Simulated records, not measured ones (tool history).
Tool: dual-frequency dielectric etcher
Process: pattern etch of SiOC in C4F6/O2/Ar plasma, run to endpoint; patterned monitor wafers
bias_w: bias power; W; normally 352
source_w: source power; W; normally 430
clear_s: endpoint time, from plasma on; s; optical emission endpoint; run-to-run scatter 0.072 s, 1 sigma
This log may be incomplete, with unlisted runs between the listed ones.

run   hour  bias_w  source_w  incoming incoming film thickness, nm  clear_s
  1    0.0     306       430                                 28.84     10.8
  2   22.7     306       430                                 28.58     10.8
  3   42.2     306       430                                 28.69     11.0
  4   57.2     352       460                                 28.82     10.1
  5   78.6     352       460                                 28.44     10.0
     115.7  -- wet clean of the chamber
  6  116.2     352       430                                 28.71     10.0
  7  134.8     284       480                                 28.53     10.4
  8  151.5     352       430                                 28.44      9.9
  9  186.8     352       430                                 28.60     10.0
 10  220.9     352       390                                 28.98     10.5
 11  256.7     352       390                                 28.69     10.4
 12  282.8     352       390                                 28.52     10.5
     311.7  -- upper electrode replaced
 13  312.2     352       430                                 28.57     10.1
 14  333.9     352       430                                 28.33     10.1
     367.2  -- source power generator calibrated
 15  367.7     352       430                                 28.48     10.2
 16  385.0     330       400                                 28.71     10.7
 17  400.7     284       480                                 28.58     10.7
 18  442.9     352       430                                 28.92     10.6
 19  460.0     352       390                                 28.84     10.8
 20  489.1     328       430                                 28.81     10.7
 21  514.6     323       430                                 28.62     10.9
 22  526.8     424       470                                 28.63      9.4
     555.7  -- wet clean of the chamber
     559.7  -- bias power generator calibrated
 23  560.2     352       430                                 28.46      9.8
 24  566.3     352       430                                 28.49      9.6
 25  580.1     389       380                                 28.58      9.8
 26  592.8     411       510                                 28.77      8.9
 27  611.3     352       430                                 28.53      9.8
 28  632.2     398       430                                 28.80      9.6
 29  648.6     284       480                                 28.50     10.4
 30  671.1     278       380                                 28.59     11.2
 31  702.5     318       360                                 28.62     11.1
 32  731.4     328       480                                 28.55     10.1

What if the next run were any one of these 4? Each begins from the tool's condition after run 32:
  A  731.8     352       430                                 28.81        ?
  B  731.8     382       320                                 28.81        ?
  C  731.8     299       360                                 28.81        ?
  D  731.8     352       330                                 28.81        ?

run  clear_s
  A     10.1
  B     10.7
  C     11.4
  D     11.0
Had the tool no hidden state, the same runs would have come out as:
run  clear_s
  A     10.0
  B     10.6
  C     11.2
  D     10.8
